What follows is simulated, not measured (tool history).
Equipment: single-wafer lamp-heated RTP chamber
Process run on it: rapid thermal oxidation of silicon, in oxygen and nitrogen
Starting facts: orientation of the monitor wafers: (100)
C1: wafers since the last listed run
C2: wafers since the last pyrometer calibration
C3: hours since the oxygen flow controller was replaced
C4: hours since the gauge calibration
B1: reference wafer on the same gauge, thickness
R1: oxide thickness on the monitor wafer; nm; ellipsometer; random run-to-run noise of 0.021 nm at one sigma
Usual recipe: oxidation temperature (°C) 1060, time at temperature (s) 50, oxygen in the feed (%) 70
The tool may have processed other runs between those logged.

{"run": 1, "hour": 0.0, "oxidation temperature (°C)": 1044, "time at temperature (s)": 50, "oxygen in the feed (%)": 78, "C1": 0, "C2": 2565, "C3": 3646.2, "C4": 339.5, "B1": 7.32, "R1": 7.373}
{"run": 2, "hour": 58.8, "oxidation temperature (°C)": 1044, "time at temperature (s)": 50, "oxygen in the feed (%)": 78, "C1": 309, "C2": 2874, "C3": 3705.0, "C4": 398.3, "B1": 7.318, "R1": 7.361}
{"run": 3, "hour": 121.0, "oxidation temperature (°C)": 1060, "time at temperature (s)": 50, "oxygen in the feed (%)": 70, "C1": 327, "C2": 3201, "C3": 3767.2, "C4": 460.5, "B1": 7.313, "R1": 7.911}
{"run": 4, "hour": 208.6, "oxidation temperature (°C)": 1060, "time at temperature (s)": 50, "oxygen in the feed (%)": 70, "C1": 460, "C2": 3662, "C3": 3854.8, "C4": 548.1, "B1": 7.316, "R1": 7.956}
{"run": 5, "hour": 316.0, "oxidation temperature (°C)": 1060, "time at temperature (s)": 50, "oxygen in the feed (%)": 70, "C1": 564, "C2": 4227, "C3": 3962.2, "C4": 655.5, "B1": 7.322, "R1": 7.959}
{"run": 6, "hour": 382.1, "oxidation temperature (°C)": 1060, "time at temperature (s)": 50, "oxygen in the feed (%)": 70, "C1": 347, "C2": 4575, "C3": 4028.3, "C4": 721.6, "B1": 7.319, "R1": 7.918}
{"run": 7, "hour": 456.2, "oxidation temperature (°C)": 1060, "time at temperature (s)": 50, "oxygen in the feed (%)": 70, "C1": 389, "C2": 4965, "C3": 4102.4, "C4": 795.7, "B1": 7.32, "R1": 7.946}
{"run": 8, "hour": 661.8, "oxidation temperature (°C)": 1060, "time at temperature (s)": 50, "oxygen in the feed (%)": 70, "C1": 1081, "C2": 6046, "C3": 4308.0, "C4": 1001.3, "B1": 7.317, "R1": 7.978}
{"run": 9, "hour": 742.7, "oxidation temperature (°C)": 1060, "time at temperature (s)": 50, "oxygen in the feed (%)": 70, "C1": 425, "C2": 6472, "C3": 4388.9, "C4": 1082.2, "B1": 7.321, "R1": 7.956}
{"run": 10, "hour": 836.9, "oxidation temperature (°C)": 1046, "time at temperature (s)": 50, "oxygen in the feed (%)": 70, "C1": 495, "C2": 6967, "C3": 4483.1, "C4": 1176.4, "B1": 7.322, "R1": 7.269}
{"run": 11, "hour": 921.2, "oxidation temperature (°C)": 1060, "time at temperature (s)": 42, "oxygen in the feed (%)": 70, "C1": 443, "C2": 7411, "C3": 4567.4, "C4": 1260.7, "B1": 7.317, "R1": 7.41}
{"run": 12, "hour": 963.4, "oxidation temperature (°C)": 1060, "time at temperature (s)": 42, "oxygen in the feed (%)": 70, "C1": 221, "C2": 7633, "C3": 4609.6, "C4": 1302.9, "B1": 7.317, "R1": 7.421}
{"hour": 971.5, "done": "pyrometer window cleaned and pyrometer calibrated"}
{"run": 13, "hour": 1003.0, "oxidation temperature (°C)": 1060, "time at temperature (s)": 42, "oxygen in the feed (%)": 70, "C1": 166, "C2": 165, "C3": 4649.2, "C4": 1342.5, "B1": 7.322, "R1": 7.192}
{"hour": 1069.5, "done": "oxygen flow controller replaced"}
{"run": 14, "hour": 1070.0, "oxidation temperature (°C)": 1041, "time at temperature (s)": 72, "oxygen in the feed (%)": 62, "C1": 310, "C2": 476, "C3": 0.5, "C4": 1409.5, "B1": 7.319, "R1": 7.722}
{"run": 15, "hour": 1171.4, "oxidation temperature (°C)": 1085, "time at temperature (s)": 71, "oxygen in the feed (%)": 98, "C1": 533, "C2": 1009, "C3": 101.9, "C4": 1510.9, "B1": 7.321, "R1": 12.209}
{"run": 16, "hour": 1244.5, "oxidation temperature (°C)": 1072, "time at temperature (s)": 43, "oxygen in the feed (%)": 87, "C1": 384, "C2": 1394, "C3": 175.0, "C4": 1584.0, "B1": 7.325, "R1": 8.576}
{"run": 17, "hour": 1292.2, "oxidation temperature (°C)": 1060, "time at temperature (s)": 50, "oxygen in the feed (%)": 51, "C1": 250, "C2": 1645, "C3": 222.7, "C4": 1631.7, "B1": 7.316, "R1": 7.036}
{"run": 18, "hour": 1372.1, "oxidation temperature (°C)": 1060, "time at temperature (s)": 50, "oxygen in the feed (%)": 70, "C1": 420, "C2": 2065, "C3": 302.6, "C4": 1711.6, "B1": 7.321, "R1": 7.885}
{"run": 19, "hour": 1438.4, "oxidation temperature (°C)": 1060, "time at temperature (s)": 50, "oxygen in the feed (%)": 70, "C1": 348, "C2": 2414, "C3": 368.9, "C4": 1777.9, "B1": 7.322, "R1": 7.868}
{"hour": 1459.4, "done": "gauge calibrated"}
{"run": 20, "hour": 1484.3, "oxidation temperature (°C)": 1086, "time at temperature (s)": 50, "oxygen in the feed (%)": 70, "C1": 241, "C2": 2655, "C3": 414.8, "C4": 24.9, "B1": 7.324, "R1": 9.346}
{"run": 21, "hour": 1574.4, "oxidation temperature (°C)": 1060, "time at temperature (s)": 50, "oxygen in the feed (%)": 70, "C1": 473, "C2": 3129, "C3": 504.9, "C4": 115.0, "B1": 7.322, "R1": 7.904}
{"run": 22, "hour": 1671.8, "oxidation temperature (°C)": 1060, "time at temperature (s)": 50, "oxygen in the feed (%)": 70, "C1": 512, "C2": 3642, "C3": 602.3, "C4": 212.4, "B1": 7.324, "R1": 7.909}
{"run": 23, "hour": 1724.6, "oxidation temperature (°C)": 1060, "time at temperature (s)": 31, "oxygen in the feed (%)": 49, "C1": 277, "C2": 3919, "C3": 655.1, "C4": 265.2, "B1": 7.319, "R1": 5.707}
{"run": 24, "hour": 1821.3, "oxidation temperature (°C)": 1083, "time at temperature (s)": 39, "oxygen in the feed (%)": 48, "C1": 508, "C2": 4428, "C3": 751.8, "C4": 361.9, "B1": 7.317, "R1": 7.288}
{"run": 25, "hour": 1861.5, "oxidation temperature (°C)": 1037, "time at temperature (s)": 50, "oxygen in the feed (%)": 86, "C1": 211, "C2": 4640, "C3": 792.0, "C4": 402.1, "B1": 7.323, "R1": 7.303}
{"run": 26, "hour": 1914.1, "oxidation temperature (°C)": 1060, "time at temperature (s)": 50, "oxygen in the feed (%)": 70, "C1": 276, "C2": 4916, "C3": 844.6, "C4": 454.7, "B1": 7.324, "R1": 7.948}
{"run": 27, "hour": 2018.1, "oxidation temperature (°C)": 1060, "time at temperature (s)": 50, "oxygen in the feed (%)": 70, "C1": 547, "C2": 5463, "C3": 948.6, "C4": 558.7, "B1": 7.324, "R1": 7.98}

For each run, what was the tool's unlogged condition?
deviation of the oxygen flow from its setpoint, %: 0 in every run
gauge reads high (%): 0 in every run
H1: true wafer temperature minus pyrometer reading, K
run=1 H1=2.74
run=2 H1=2.92
run=3 H1=3.08
run=4 H1=3.28
run=5 H1=3.49
run=6 H1=3.59
run=7 H1=3.69
run=8 H1=3.91
run=9 H1=3.98
run=10 H1=4.04
run=11 H1=4.09
run=12 H1=4.11
run=13 H1=0.262
run=14 H1=0.75
run=15 H1=1.38
run=16 H1=1.76
run=17 H1=1.98
run=18 H1=2.3
run=19 H1=2.53
run=20 H1=2.68
run=21 H1=2.93
run=22 H1=3.15
run=23 H1=3.25
run=24 H1=3.42
run=25 H1=3.48
run=26 H1=3.55
run=27 H1=3.67
